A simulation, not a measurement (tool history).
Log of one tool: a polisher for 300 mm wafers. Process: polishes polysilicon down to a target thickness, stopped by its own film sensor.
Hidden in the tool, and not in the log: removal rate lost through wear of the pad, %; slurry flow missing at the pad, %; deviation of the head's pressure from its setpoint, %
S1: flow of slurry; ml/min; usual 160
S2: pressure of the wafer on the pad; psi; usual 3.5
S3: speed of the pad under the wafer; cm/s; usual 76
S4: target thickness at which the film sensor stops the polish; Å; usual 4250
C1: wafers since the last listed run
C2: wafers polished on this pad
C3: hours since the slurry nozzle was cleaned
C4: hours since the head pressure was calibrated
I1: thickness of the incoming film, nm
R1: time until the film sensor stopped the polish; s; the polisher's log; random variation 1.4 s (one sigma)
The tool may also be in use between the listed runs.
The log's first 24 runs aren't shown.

At day 57.038: worn pad replaced by a new one.
Run 25, day 57.612: usual settings but S4 5820 Å; C1 282; C2 103; C3 234.4; C4 816.3; I1 1118.5. Result: R1 80.4 s.
At day 57.733: head pressure recalibrated.
Run 26, day 58.838: usual settings but S1 210 ml/min, S2 3.9 psi, S3 54 cm/s; C1 206; C2 309; C3 263.8; C4 26.5; I1 1138.2. Result: R1 118.6 s.
Run 27, day 60.871: usual settings but S4 5820 Å; C1 367; C2 676; C3 312.6; C4 75.3; I1 1137.8. Result: R1 76.4 s.
Run 28, day 63.504: usual settings; C1 475; C2 1152; C3 375.8; C4 138.5; I1 1131.1. Result: R1 102.3 s.
Run 29, day 66.338: usual settings but S2 4.5 psi, S4 6160 Å; C1 511; C2 1663; C3 443.8; C4 206.5; I1 1126.9. Result: R1 59.9 s.
Run 30, day 67.346: usual settings but S3 98 cm/s; C1 182; C2 1845; C3 468; C4 230.7; I1 1123.1. Result: R1 80.6 s.
Run 31, day 69.642: usual settings but S3 64 cm/s, S4 3490 Å; C1 414; C2 2259; C3 523.1; C4 285.8; I1 1154. Result: R1 147.9 s.
Run 32, day 71.45: usual settings but S1 140 ml/min, S2 4.6 psi, S4 2100 Å; C1 326; C2 2586; C3 566.5; C4 329.2; I1 1138.7. Result: R1 114.3 s.
Run 33, day 73.492: usual settings but S1 195 ml/min, S2 2.5 psi, S4 6250 Å; C1 368; C2 2954; C3 615.5; C4 378.2; I1 1134.9. Result: R1 107.7 s.
Run 34, day 74.612: usual settings but S2 3 psi, S3 62 cm/s; C1 202; C2 3157; C3 642.4; C4 405.1; I1 1151.6. Result: R1 161.5 s.
At day 75.433: slurry nozzle cleaned.
Run 35, day 77.075: usual settings; C1 436; C2 3594; C3 39.4; C4 464.2; I1 1148.6. Result: R1 106.5 s.

Forecast run 36:
At day 78.183: worn pad replaced by a new one.
Run 36, day 79.612: usual settings; C1 427; C2 257; C3 100.3; C4 525.1; I1 1116.5. Result: R1 ?.

Run 36 gave R1 103.5 s.
Without the tool's hidden state the same run would have given R1 87 s.
